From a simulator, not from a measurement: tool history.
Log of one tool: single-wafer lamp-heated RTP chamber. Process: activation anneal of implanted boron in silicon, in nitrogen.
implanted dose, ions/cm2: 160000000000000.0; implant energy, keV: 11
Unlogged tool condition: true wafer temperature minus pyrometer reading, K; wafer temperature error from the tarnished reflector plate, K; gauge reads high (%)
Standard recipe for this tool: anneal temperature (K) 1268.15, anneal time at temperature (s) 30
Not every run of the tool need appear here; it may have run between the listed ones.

run	hour	anneal temperature (K)	anneal time at temperature (s)	wafers since the last listed run	wafers since the last pyrometer calibration	wafers since the reflector plate was cleaned	hours since the gauge calibration	read-back reference wafer on the same gauge, sheet resistance	sheet resistance of the implanted and annealed layer (ohm/square)
1	0.0	1268.15	30	0	252	1484	462.4	640.92	582.57
2	22.0	1268.15	30	400	652	1884	484.4	641.25	580.17
3	49.1	1268.15	30	493	1145	2377	511.5	641.34	583.56
4	79.6	1261.15	30	555	1700	2932	542.0	642.19	585.17
5	95.1	1268.15	38	282	1982	3214	557.5	642.22	581.44
6	123.9	1268.15	38	524	2506	3739	586.3	642.40	583.89
7	144.6	1268.15	43	376	2883	4115	607.0	642.90	582.28
# hour 171.1: pyrometer window cleaned and pyrometer calibrated
8	172.3	1268.15	43	358	21	4474	634.7	643.16	581.07
9	197.3	1280.15	30	454	476	4929	659.7	643.87	583.49
10	218.7	1280.15	30	389	865	5318	681.1	643.49	582.21
11	235.0	1254.15	30	296	1162	5615	697.4	644.28	589.38
12	255.7	1268.15	30	376	1538	5991	718.1	644.47	584.47
13	268.0	1268.15	30	223	1762	6215	730.4	644.76	587.30
14	280.2	1268.15	30	222	1984	6437	742.6	644.63	585.06
15	311.9	1268.15	41	576	2561	7014	774.3	645.27	584.04
16	328.9	1268.15	17	309	2871	7324	791.3	645.63	587.16
17	355.4	1268.15	17	482	3353	7806	817.8	645.93	589.92
# hour 364.0: pyrometer window cleaned and pyrometer calibrated
18	391.3	1268.15	30	507	496	8314	853.7	646.89	586.57
19	407.5	1239.15	24	294	791	8608	869.9	646.96	606.46
# hour 432.8: gauge calibrated
20	436.2	1268.15	30	522	1313	9131	3.4	636.18	576.01
21	457.6	1268.15	43	389	1702	9520	24.8	636.55	575.54
22	478.0	1268.15	30	371	2074	9891	45.2	636.81	579.06
23	510.4	1268.15	30	589	2663	10481	77.6	636.45	576.98
24	535.0	1276.15	37	447	3111	10929	102.2	636.70	575.23
25	562.5	1284.15	45	500	3611	11429	129.7	636.59	572.73
# hour 580.3: pyrometer window cleaned and pyrometer calibrated
26	597.4	1268.15	40	489	311	11919	164.6	636.93	576.96
27	625.1	1279.15	22	504	815	12423	192.3	636.86	576.74
# hour 645.0: reflector plate cleaned
28	654.5	1276.15	30	389	1204	172	221.7	636.89	576.81
29	669.3	1285.15	35	269	1473	441	236.5	636.93	574.98
30	702.3	1268.15	18	600	2074	1042	269.5	637.11	581.55
31	730.6	1268.15	46	515	2589	1557	297.8	637.47	576.75
32	757.8	1268.15	30	494	3084	2052	325.0	637.25	578.68
# hour 771.0: pyrometer window cleaned and pyrometer calibrated
33	773.5	1254.15	45	140	46	2192	340.7	637.72	582.22
34	798.4	1295.15	42	453	499	2645	365.6	637.84	574.68
35	873.8	1240.15	18	1372	1871	4017	441.0	638.46	602.19

What if the next run were any one of these 4? Each begins from the tool's condition after run 35:
A	874.2	1297.15	30	7	1878	4025	441.4	?	?
B	874.2	1268.15	45	7	1878	4025	441.4	?	?
C	874.2	1296.15	42	7	1878	4025	441.4	?	?
D	874.2	1247.15	37	7	1878	4025	441.4	?	?

run	read-back reference wafer on the same gauge, sheet resistance	sheet resistance of the implanted and annealed layer (ohm/square)
A	638.45	574.39
B	638.45	576.87
C	638.45	573.07
D	638.45	586.36
With the hidden condition removed and each run's random variation left untouched, the same runs would have given:
run	sheet resistance of the implanted and annealed layer (ohm/square)
A	573.81
B	576.29
C	572.49
D	585.76
